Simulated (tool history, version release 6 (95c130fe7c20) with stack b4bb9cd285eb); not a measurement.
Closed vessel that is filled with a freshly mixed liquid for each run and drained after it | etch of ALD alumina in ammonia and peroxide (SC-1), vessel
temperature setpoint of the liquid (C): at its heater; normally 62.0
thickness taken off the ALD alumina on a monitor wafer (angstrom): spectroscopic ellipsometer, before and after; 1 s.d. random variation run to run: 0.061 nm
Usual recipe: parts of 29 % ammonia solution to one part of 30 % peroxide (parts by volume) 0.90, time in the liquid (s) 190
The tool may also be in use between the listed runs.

run,hour,temperature setpoint of the liquid (C),parts of 29 % ammonia solution to one part of 30 % peroxide (parts by volume),time in the liquid (s),wafers since the last listed run,hours since the thermometer was replaced,hours since the ammonia flow meter was replaced,hours since the drum of ammonia solution was connected,hours since the gauge calibration,"read-back film thickness of the ALD alumina reference wafer, read on the same gauge (nm)",thickness taken off the ALD alumina on a monitor wafer (angstrom)
1,0.0,62.0,0.90,190,0,1017.3,154.4,370.6,187.5,140.03,171.0
2,84.3,62.0,0.90,275,9747,1101.6,238.7,454.9,271.8,140.03,247.4
# hour 203.1: new drum of ammonia solution connected
3,212.7,62.0,0.90,275,14730,1230.0,367.1,9.6,400.2,140.02,249.7
4,422.3,62.0,0.90,190,24235,1439.6,576.7,219.2,609.8,140.01,171.9
5,523.5,62.0,0.90,190,11701,1540.8,677.9,320.4,711.0,140.02,172.8
6,608.4,62.0,0.90,190,9816,1625.7,762.8,405.3,795.9,140.01,170.8
7,694.5,62.0,0.90,190,9955,1711.8,848.9,491.4,882.0,140.01,171.5
# hour 755.4: new drum of ammonia solution connected
8,767.4,62.0,0.90,190,8313,1784.7,921.8,12.0,954.9,140.02,170.3
9,829.9,62.0,0.90,190,7226,1847.2,984.3,74.5,1017.4,139.99,170.8
# hour 856.7: ammonia flow meter replaced
10,909.2,62.0,0.90,190,9053,1926.5,52.5,153.8,1096.7,139.97,171.4
# hour 934.5: gauge calibrated
# hour 937.8: thermometer replaced
11,965.7,62.0,0.90,190,6417,27.9,109.0,210.3,31.2,140.01,170.0
12,1017.1,59.5,0.90,190,5943,79.3,160.4,261.7,82.6,140.00,149.8
13,1056.3,62.0,0.65,125,4532,118.5,199.6,300.9,121.8,140.00,108.2
# hour 1101.6: new drum of ammonia solution connected, repeated, since the last time left the tool worse
14,1161.9,62.0,0.90,260,12094,224.1,305.2,60.3,227.4,139.98,235.5
15,1209.7,62.0,0.90,150,5526,271.9,353.0,108.1,275.2,140.05,136.9
16,1297.3,70.0,1.15,255,10128,359.5,440.6,195.7,362.8,140.02,351.5
17,1391.2,70.0,1.20,85,10857,453.4,534.5,289.6,456.7,139.99,117.9
18,1440.7,57.5,0.55,160,5723,502.9,584.0,339.1,506.2,140.01,108.9
19,1535.7,67.0,0.55,140,10984,597.9,679.0,434.1,601.2,140.01,155.4
20,1623.7,62.0,0.90,190,10175,685.9,767.0,522.1,689.2,140.01,171.8
# hour 1672.7: new drum of ammonia solution connected
21,1673.2,62.0,0.90,190,5607,735.4,816.5,0.5,738.7,139.96,172.6
# hour 1765.0: ammonia flow meter replaced
22,1770.3,62.0,0.90,190,11111,832.5,5.3,97.6,835.8,140.00,173.1
23,1875.1,62.0,0.90,190,12117,937.3,110.1,202.4,940.6,139.99,171.4
24,1970.0,57.0,0.90,190,10972,1032.2,205.0,297.3,1035.5,139.98,132.7

3 options for the next run, each taken on its own from the tool as it stands now. Forecast them:
A,1970.7,62.0,0.90,190,80,1032.9,205.7,298.0,1036.2,?,?
B,1970.7,58.5,1.15,255,80,1032.9,205.7,298.0,1036.2,?,?
C,1970.7,62.0,0.70,190,80,1032.9,205.7,298.0,1036.2,?,?

run,"read-back film thickness of the ALD alumina reference wafer, read on the same gauge (nm)",thickness taken off the ALD alumina on a monitor wafer (angstrom)
A,140.03,173.1
B,140.03,198.8
C,140.03,169.1
Take away the tool's hidden state, keep each run's random variation, and the runs would have read:
run,thickness taken off the ALD alumina on a monitor wafer (angstrom)
A,173.7
B,199.5
C,169.7

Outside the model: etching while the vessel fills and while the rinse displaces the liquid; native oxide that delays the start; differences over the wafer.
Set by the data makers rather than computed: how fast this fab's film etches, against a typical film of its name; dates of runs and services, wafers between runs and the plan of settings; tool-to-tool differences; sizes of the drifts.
